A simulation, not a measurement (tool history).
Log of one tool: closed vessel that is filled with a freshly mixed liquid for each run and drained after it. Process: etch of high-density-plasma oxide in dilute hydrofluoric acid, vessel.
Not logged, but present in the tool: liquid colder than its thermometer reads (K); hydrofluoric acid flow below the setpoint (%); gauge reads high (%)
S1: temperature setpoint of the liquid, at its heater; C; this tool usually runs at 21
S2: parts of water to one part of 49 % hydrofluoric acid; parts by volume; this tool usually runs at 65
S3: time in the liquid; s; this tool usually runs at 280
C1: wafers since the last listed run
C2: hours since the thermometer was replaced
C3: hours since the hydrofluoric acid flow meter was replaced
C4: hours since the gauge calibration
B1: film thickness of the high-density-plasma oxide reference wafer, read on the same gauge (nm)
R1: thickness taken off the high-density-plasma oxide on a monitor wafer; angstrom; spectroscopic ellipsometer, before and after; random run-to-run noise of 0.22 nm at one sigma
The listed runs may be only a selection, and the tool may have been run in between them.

run,day,S1,S2,S3,C1,C2,C3,C4,B1,R1
1,0,21,40,160,0,776.7,1499.6,39.9,30,410.4
2,0.379,21,40,160,790,785.8,1508.7,49,30.02,417
3,1.1,21,65,280,1503,803.1,1526,66.3,29.98,431.8
4,1.829,21,65,280,1520,820.6,1543.5,83.8,30.03,432.7
5,2.383,21,65,280,1155,833.9,1556.8,97.1,29.99,431.1
# day 2.858: hydrofluoric acid flow meter replaced
6,2.875,21,65,280,938,845.7,0.4,108.9,30.01,430.3
# day 3.558: thermometer replaced
7,3.625,21,65,280,1477,1.6,18.4,126.9,30,405.9
8,4.238,21,65,280,1277,16.3,33.1,141.6,30,405.7
# day 4.55: thermometer replaced, repeated, since the last time left the tool worse
9,4.9,21,45,280,1294,8.4,49,157.5,30,683.3
10,5.454,21,50,280,1155,21.7,62.3,170.8,30.01,608.1
11,5.742,21,90,280,599,28.6,69.2,177.7,30,320.4
12,6.004,23,85,280,547,34.9,75.5,184,29.96,371.7
# day 6.192: gauge calibrated
13,6.629,24.5,65,215,1303,49.9,90.5,10.5,30.02,407.8
14,6.888,17,85,440,538,56.1,96.7,16.7,30.01,455.2
15,7.183,21,65,280,616,63.2,103.8,23.8,29.99,463.4
16,7.812,25,40,395,1312,78.3,118.9,38.9,29.98,1278.4

Branching from run 16: 4 alternative next runs. What would each branch give?
A,7.842,21,40,280,60,79,119.6,39.6,?,?
B,7.842,21,65,325,60,79,119.6,39.6,?,?
C,7.842,21,65,235,60,79,119.6,39.6,?,?
D,7.842,24.5,65,280,60,79,119.6,39.6,?,?

run,B1,R1
A,29.98,766.5
B,29.98,531.1
C,29.98,384
D,29.98,528.5
Without the tool's unlogged condition, the same runs would have read:
run,R1
A,775.6
B,537.3
C,388.5
D,534.5
